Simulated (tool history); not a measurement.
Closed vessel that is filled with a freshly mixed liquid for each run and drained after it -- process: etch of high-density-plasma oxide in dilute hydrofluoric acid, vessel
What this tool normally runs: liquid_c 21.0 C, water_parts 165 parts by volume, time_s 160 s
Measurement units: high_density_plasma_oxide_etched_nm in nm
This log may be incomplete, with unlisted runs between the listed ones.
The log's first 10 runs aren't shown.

run    hour  liquid_c  water_parts  time_s  read-back film thickness of the high-density-plasma oxide reference wafer, read on the same gauge (nm)  high_density_plasma_oxide_etched_nm
 11   792.4      21.0          165     160                                                                                                  90.005                                5.027
 12   841.6      21.0          165     160                                                                                                  89.990                                5.033
 13   919.3      23.0          245     195                                                                                                  90.015                                4.059
      934.9  -- hydrofluoric acid flow meter replaced
     1135.2  -- thermometer replaced
 14  1177.5      17.0          165      75                                                                                                  89.990                                1.913
 15  1274.4      17.0          165      75                                                                                                  89.997                                1.903
 16  1333.7      22.5          165     160                                                                                                  90.025                                5.071
 17  1442.8      19.5          100     185                                                                                                  89.989                                9.346
     1505.0  -- hydrofluoric acid flow meter replaced
 18  1521.8      24.0          165     185                                                                                                  90.018                                6.352
 19  1607.9      17.0          220     205                                                                                                  89.987                                3.788
 20  1679.3      21.0          165     160                                                                                                  90.002                                4.911
 21  1751.9      21.0          130     160                                                                                                  90.008                                6.440
     1765.7  -- gauge calibrated
 22  1838.9      25.5          190     215                                                                                                  90.013                                6.522
 23  1894.4      21.0          165     160                                                                                                  90.008                                4.889
 24  1960.3      19.5          165     160                                                                                                  90.006                                4.600
     2015.0  -- hydrofluoric acid flow meter replaced
 25  2032.7      24.5           95      75                                                                                                  90.037                                5.026
 26  2115.3      23.0          235     105                                                                                                  89.964                                2.266
 27  2209.9      19.5          140     185                                                                                                  89.996                                6.500
 28  2270.5      21.0          165     185                                                                                                  90.004                                5.702
 29  2374.3      21.0          125     250                                                                                                  89.994                               10.590
 30  2419.9      21.0          165     160                                                                                                  90.017                                4.944
 31  2506.3      24.0          230      80                                                                                                  90.032                                1.824

What if the next run were any one of these 4? Each begins from the tool's condition after run 31:
  A  2507.0      21.0          165     215                                                                                                       ?                                    ?
  B  2507.0      21.0          165     200                                                                                                       ?                                    ?
  C  2507.0      17.0          100     160                                                                                                       ?                                    ?
  D  2507.0      24.0          130     245                                                                                                       ?                                    ?

run  read-back film thickness of the high-density-plasma oxide reference wafer, read on the same gauge (nm)  high_density_plasma_oxide_etched_nm
  A                                                                                                  90.000                                6.603
  B                                                                                                  90.000                                6.142
  C                                                                                                  90.000                                7.423
  D                                                                                                  90.000                               11.158
Take away the tool's hidden state, keep each run's random variation, and the runs would have read:
run  high_density_plasma_oxide_etched_nm
  A                                6.466
  B                                6.014
  C                                7.221
  D                               10.924

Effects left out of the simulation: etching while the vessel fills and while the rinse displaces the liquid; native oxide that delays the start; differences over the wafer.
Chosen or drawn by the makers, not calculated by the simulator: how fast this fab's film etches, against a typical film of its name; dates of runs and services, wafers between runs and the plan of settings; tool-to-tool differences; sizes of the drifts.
